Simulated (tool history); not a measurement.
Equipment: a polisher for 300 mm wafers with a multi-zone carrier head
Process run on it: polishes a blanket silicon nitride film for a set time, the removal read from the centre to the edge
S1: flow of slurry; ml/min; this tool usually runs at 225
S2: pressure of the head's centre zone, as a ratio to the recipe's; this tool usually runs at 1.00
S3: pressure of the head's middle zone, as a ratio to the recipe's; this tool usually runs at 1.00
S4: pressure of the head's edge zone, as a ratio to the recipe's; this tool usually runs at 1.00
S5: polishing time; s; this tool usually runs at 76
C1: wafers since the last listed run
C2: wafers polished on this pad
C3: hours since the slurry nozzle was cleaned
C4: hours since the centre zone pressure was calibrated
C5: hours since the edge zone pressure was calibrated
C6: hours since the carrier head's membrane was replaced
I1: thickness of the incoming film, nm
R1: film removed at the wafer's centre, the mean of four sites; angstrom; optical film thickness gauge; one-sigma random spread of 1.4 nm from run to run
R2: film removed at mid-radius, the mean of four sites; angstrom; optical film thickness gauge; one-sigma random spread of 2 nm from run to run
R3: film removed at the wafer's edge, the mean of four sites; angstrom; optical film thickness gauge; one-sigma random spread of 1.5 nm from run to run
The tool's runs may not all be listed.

run 1 hour=0.0 | S1=225 S2=1.00 S3=1.00 S4=1.00 S5=56 | C1=0 C2=672 C3=41.7 C4=257.5 C5=258.2 C6=2064.9 | I1=725.8 | R1=1192 R2=1208 R3=1208
run 2 hour=14.4 | S1=225 S2=1.00 S3=1.00 S4=1.00 S5=76 | C1=124 C2=797 C3=56.1 C4=271.9 C5=272.6 C6=2079.3 | I1=710.9 | R1=1597 R2=1683 R3=1696
run 3 hour=45.8 | S1=225 S2=1.00 S3=1.00 S4=1.00 S5=76 | C1=270 C2=1067 C3=87.5 C4=303.3 C5=304.0 C6=2110.7 | I1=717.6 | R1=1613 R2=1654 R3=1642
run 4 hour=77.3 | S1=225 S2=1.00 S3=1.00 S4=1.00 S5=76 | C1=271 C2=1338 C3=119.0 C4=334.8 C5=335.5 C6=2142.2 | I1=710.1 | R1=1643 R2=1704 R3=1664
run 5 hour=91.0 | S1=225 S2=1.00 S3=1.00 S4=1.00 S5=76 | C1=118 C2=1456 C3=132.7 C4=348.5 C5=349.2 C6=2155.9 | I1=735.4 | R1=1631 R2=1701 R3=1664
-- hour=113.0 carrier head's membrane replaced by a new one
run 6 hour=125.7 | S1=225 S2=1.06 S3=1.00 S4=1.00 S5=76 | C1=255 C2=1712 C3=167.4 C4=383.2 C5=383.9 C6=12.7 | I1=721.8 | R1=1703 R2=1657 R3=1669
-- hour=130.1 worn pad replaced by a new one
run 7 hour=145.2 | S1=225 S2=1.00 S3=1.00 S4=1.00 S5=76 | C1=133 C2=130 C3=186.9 C4=402.7 C5=403.4 C6=32.2 | I1=720.2 | R1=1614 R2=1669 R3=1666
run 8 hour=160.2 | S1=275 S2=1.00 S3=1.12 S4=0.96 S5=76 | C1=129 C2=259 C3=201.9 C4=417.7 C5=418.4 C6=47.2 | I1=724.5 | R1=1678 R2=1871 R3=1664
run 9 hour=183.6 | S1=250 S2=1.00 S3=1.00 S4=0.90 S5=76 | C1=201 C2=460 C3=225.3 C4=441.1 C5=441.8 C6=70.6 | I1=724.6 | R1=1642 R2=1696 R3=1626
run 10 hour=198.1 | S1=225 S2=1.00 S3=1.00 S4=1.00 S5=76 | C1=124 C2=585 C3=239.8 C4=455.6 C5=456.3 C6=85.1 | I1=719.5 | R1=1610 R2=1674 R3=1634
-- hour=205.0 edge zone pressure recalibrated
run 11 hour=236.2 | S1=225 S2=1.00 S3=1.00 S4=1.00 S5=76 | C1=311 C2=896 C3=277.9 C4=493.7 C5=31.2 C6=123.2 | I1=727.5 | R1=1634 R2=1678 R3=1659
-- hour=238.3 slurry nozzle cleaned
run 12 hour=260.8 | S1=225 S2=1.00 S3=1.00 S4=1.00 S5=76 | C1=203 C2=1100 C3=22.5 C4=518.3 C5=55.8 C6=147.8 | I1=720.1 | R1=1616 R2=1651 R3=1677
-- hour=268.8 centre zone pressure recalibrated
run 13 hour=294.0 | S1=185 S2=0.97 S3=1.00 S4=1.05 S5=90 | C1=268 C2=1369 C3=55.7 C4=25.2 C5=89.0 C6=181.0 | I1=735.5 | R1=1839 R2=1895 R3=1956
-- hour=318.0 worn pad replaced by a new one
run 14 hour=318.5 | S1=195 S2=0.96 S3=1.00 S4=1.00 S5=76 | C1=176 C2=4 C3=80.2 C4=49.7 C5=113.5 C6=205.5 | I1=716.7 | R1=1539 R2=1629 R3=1615
run 15 hour=334.3 | S1=175 S2=0.93 S3=1.00 S4=1.00 S5=76 | C1=136 C2=140 C3=96.0 C4=65.5 C5=129.3 C6=221.3 | I1=716.6 | R1=1461 R2=1582 R3=1585
run 16 hour=364.7 | S1=225 S2=1.00 S3=1.00 S4=1.05 S5=86 | C1=261 C2=402 C3=126.4 C4=95.9 C5=159.7 C6=251.7 | I1=722.5 | R1=1830 R2=1871 R3=1894
run 17 hour=399.4 | S1=200 S2=1.00 S3=0.93 S4=0.94 S5=76 | C1=298 C2=701 C3=161.1 C4=130.6 C5=194.4 C6=286.4 | I1=719.5 | R1=1591 R2=1524 R3=1597
run 18 hour=423.6 | S1=225 S2=1.00 S3=1.00 S4=1.00 S5=76 | C1=208 C2=910 C3=185.3 C4=154.8 C5=218.6 C6=310.6 | I1=719.0 | R1=1615 R2=1657 R3=1667
run 19 hour=439.7 | S1=225 S2=1.00 S3=1.00 S4=1.12 S5=76 | C1=138 C2=1048 C3=201.4 C4=170.9 C5=234.7 C6=326.7 | I1=721.8 | R1=1595 R2=1696 R3=1760
-- hour=495.3 slurry nozzle cleaned
-- hour=525.2 worn pad replaced by a new one
run 20 hour=538.5 | S1=225 S2=0.97 S3=1.00 S4=1.00 S5=76 | C1=808 C2=114 C3=43.2 C4=269.7 C5=333.5 C6=425.5 | I1=708.3 | R1=1585 R2=1652 R3=1627
run 21 hour=571.7 | S1=225 S2=1.00 S3=1.00 S4=1.00 S5=56 | C1=286 C2=400 C3=76.4 C4=302.9 C5=366.7 C6=458.7 | I1=730.4 | R1=1190 R2=1217 R3=1218
run 22 hour=607.1 | S1=225 S2=1.00 S3=1.00 S4=1.00 S5=76 | C1=305 C2=705 C3=111.8 C4=338.3 C5=402.1 C6=494.1 | I1=731.4 | R1=1635 R2=1632 R3=1668
-- hour=618.2 edge zone pressure recalibrated
run 23 hour=620.3 | S1=225 S2=1.00 S3=1.00 S4=0.93 S5=76 | C1=96 C2=802 C3=125.0 C4=351.5 C5=2.1 C6=507.3 | I1=723.5 | R1=1609 R2=1633 R3=1578

3 options for the next run, each taken on its own from the tool as it stands now. Forecast them:
run A hour=620.8 | S1=225 S2=1.00 S3=1.00 S4=1.00 S5=76 | C1=4 C2=806 C3=125.5 C4=352.0 C5=2.6 C6=507.8 | I1=728.8 | R1=? R2=? R3=?
run B hour=620.8 | S1=280 S2=1.00 S3=1.00 S4=1.00 S5=50 | C1=4 C2=806 C3=125.5 C4=352.0 C5=2.6 C6=507.8 | I1=728.8 | R1=? R2=? R3=?
run C hour=620.8 | S1=225 S2=1.00 S3=1.03 S4=1.00 S5=89 | C1=4 C2=806 C3=125.5 C4=352.0 C5=2.6 C6=507.8 | I1=728.8 | R1=? R2=? R3=?

run=A R1=1659 R2=1647 R3=1647
run=B R1=1125 R2=1114 R3=1106
run=C R1=1943 R2=1978 R3=1928
With the hidden condition removed and each run's random variation left untouched, the same runs would have given:
run=A R1=1659 R2=1647 R3=1647
run=B R1=1125 R2=1114 R3=1106
run=C R1=1943 R2=1978 R3=1928
